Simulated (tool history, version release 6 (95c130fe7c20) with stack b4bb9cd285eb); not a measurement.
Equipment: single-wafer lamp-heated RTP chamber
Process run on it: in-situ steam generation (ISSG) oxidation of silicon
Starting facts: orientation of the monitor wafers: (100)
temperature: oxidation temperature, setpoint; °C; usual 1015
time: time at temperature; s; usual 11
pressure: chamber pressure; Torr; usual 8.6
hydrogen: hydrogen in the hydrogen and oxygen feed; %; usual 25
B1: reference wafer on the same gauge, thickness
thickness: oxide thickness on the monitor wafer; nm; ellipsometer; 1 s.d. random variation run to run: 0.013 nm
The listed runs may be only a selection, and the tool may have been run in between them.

{"run": 1, "hour": 0.0, "temperature": 1006, "time": 11, "pressure": 8.6, "hydrogen": 25, "B1": 4.816, "thickness": 4.159}
{"run": 2, "hour": 46.2, "temperature": 1015, "time": 11, "pressure": 8.6, "hydrogen": 25, "B1": 4.81, "thickness": 4.305}
{"run": 3, "hour": 89.0, "temperature": 1015, "time": 11, "pressure": 8.6, "hydrogen": 25, "B1": 4.814, "thickness": 4.291}
{"run": 4, "hour": 129.2, "temperature": 1015, "time": 11, "pressure": 8.6, "hydrogen": 25, "B1": 4.815, "thickness": 4.288}
{"run": 5, "hour": 165.4, "temperature": 1015, "time": 11, "pressure": 8.6, "hydrogen": 25, "B1": 4.816, "thickness": 4.305}
{"run": 6, "hour": 222.3, "temperature": 1015, "time": 11, "pressure": 8.6, "hydrogen": 25, "B1": 4.822, "thickness": 4.286}
{"run": 7, "hour": 254.9, "temperature": 1015, "time": 11, "pressure": 8.6, "hydrogen": 25, "B1": 4.821, "thickness": 4.259}
{"run": 8, "hour": 281.6, "temperature": 1015, "time": 11, "pressure": 8.6, "hydrogen": 25, "B1": 4.823, "thickness": 4.3}
{"hour": 348.9, "done": "pressure gauge zeroed"}
{"run": 9, "hour": 349.4, "temperature": 1015, "time": 11, "pressure": 8.6, "hydrogen": 25, "B1": 4.813, "thickness": 4.307}
{"run": 10, "hour": 390.2, "temperature": 1015, "time": 11, "pressure": 8.6, "hydrogen": 25, "B1": 4.83, "thickness": 4.267}
{"run": 11, "hour": 446.7, "temperature": 1015, "time": 11, "pressure": 8.6, "hydrogen": 25, "B1": 4.828, "thickness": 4.262}
{"hour": 542.8, "done": "gauge calibrated"}
{"hour": 548.5, "done": "pyrometer window cleaned and pyrometer calibrated"}
{"run": 12, "hour": 576.4, "temperature": 997, "time": 11, "pressure": 8.6, "hydrogen": 31, "B1": 4.817, "thickness": 4.254}
{"run": 13, "hour": 606.8, "temperature": 1027, "time": 10, "pressure": 9.4, "hydrogen": 32, "B1": 4.817, "thickness": 4.515}
{"run": 14, "hour": 646.2, "temperature": 999, "time": 10, "pressure": 8.6, "hydrogen": 22, "B1": 4.825, "thickness": 3.789}
{"run": 15, "hour": 712.8, "temperature": 1024, "time": 8, "pressure": 8, "hydrogen": 22, "B1": 4.815, "thickness": 3.75}
{"run": 16, "hour": 764.3, "temperature": 997, "time": 7, "pressure": 8.6, "hydrogen": 22, "B1": 4.816, "thickness": 3.234}
{"run": 17, "hour": 827.4, "temperature": 1004, "time": 11, "pressure": 8.6, "hydrogen": 28, "B1": 4.825, "thickness": 4.235}
{"run": 18, "hour": 870.2, "temperature": 1005, "time": 9, "pressure": 8.6, "hydrogen": 32, "B1": 4.823, "thickness": 4.076}
{"hour": 931.0, "done": "hydrogen flow controller replaced"}
{"run": 19, "hour": 932.0, "temperature": 1015, "time": 8, "pressure": 8.6, "hydrogen": 18, "B1": 4.814, "thickness": 3.432}
{"run": 20, "hour": 992.0, "temperature": 1015, "time": 11, "pressure": 8.6, "hydrogen": 15, "B1": 4.821, "thickness": 3.782}
{"run": 21, "hour": 1052.1, "temperature": 1015, "time": 11, "pressure": 8.6, "hydrogen": 32, "B1": 4.819, "thickness": 4.583}
{"hour": 1075.5, "done": "pyrometer window cleaned and pyrometer calibrated"}
{"run": 22, "hour": 1101.5, "temperature": 1015, "time": 11, "pressure": 8.6, "hydrogen": 25, "B1": 4.825, "thickness": 4.279}
{"run": 23, "hour": 1136.4, "temperature": 1015, "time": 11, "pressure": 8.6, "hydrogen": 25, "B1": 4.818, "thickness": 4.301}
{"run": 24, "hour": 1191.2, "temperature": 1015, "time": 11, "pressure": 9, "hydrogen": 20, "B1": 4.82, "thickness": 4.012}
{"run": 25, "hour": 1258.3, "temperature": 1015, "time": 11, "pressure": 9.4, "hydrogen": 30, "B1": 4.82, "thickness": 4.422}
{"run": 26, "hour": 1319.0, "temperature": 1015, "time": 14, "pressure": 8.6, "hydrogen": 32, "B1": 4.814, "thickness": 5.087}
{"run": 27, "hour": 1345.6, "temperature": 999, "time": 11, "pressure": 7.8, "hydrogen": 25, "B1": 4.812, "thickness": 4.086}
{"run": 28, "hour": 1373.7, "temperature": 1015, "time": 8, "pressure": 7.8, "hydrogen": 19, "B1": 4.818, "thickness": 3.5}
{"run": 29, "hour": 1415.9, "temperature": 1015, "time": 11, "pressure": 8.6, "hydrogen": 25, "B1": 4.824, "thickness": 4.28}
{"run": 30, "hour": 1484.3, "temperature": 1015, "time": 11, "pressure": 8.6, "hydrogen": 25, "B1": 4.819, "thickness": 4.281}

Predict each of these 5 candidate next runs independently; none follows another, all start after run 30:
{"run": "A", "hour": 1484.7, "temperature": 1015, "time": 11, "pressure": 8.6, "hydrogen": 25, "B1": "?", "thickness": "?"}
{"run": "B", "hour": 1484.7, "temperature": 1031, "time": 11, "pressure": 7.3, "hydrogen": 32, "B1": "?", "thickness": "?"}
{"run": "C", "hour": 1484.7, "temperature": 1022, "time": 11, "pressure": 8.6, "hydrogen": 18, "B1": "?", "thickness": "?"}
{"run": "D", "hour": 1484.7, "temperature": 1015, "time": 15, "pressure": 8.6, "hydrogen": 25, "B1": "?", "thickness": "?"}
{"run": "E", "hour": 1484.7, "temperature": 1015, "time": 11, "pressure": 7.1, "hydrogen": 17, "B1": "?", "thickness": "?"}

run=A B1=4.816 thickness=4.29
run=B B1=4.816 thickness=4.94
run=C B1=4.816 thickness=4.059
run=D B1=4.816 thickness=4.927
run=E B1=4.816 thickness=3.887
The same runs, with their run-to-run variation unchanged, on a tool lacking any hidden condition would have given:
run=A thickness=4.29
run=B thickness=4.94
run=C thickness=4.059
run=D thickness=4.927
run=E thickness=3.887
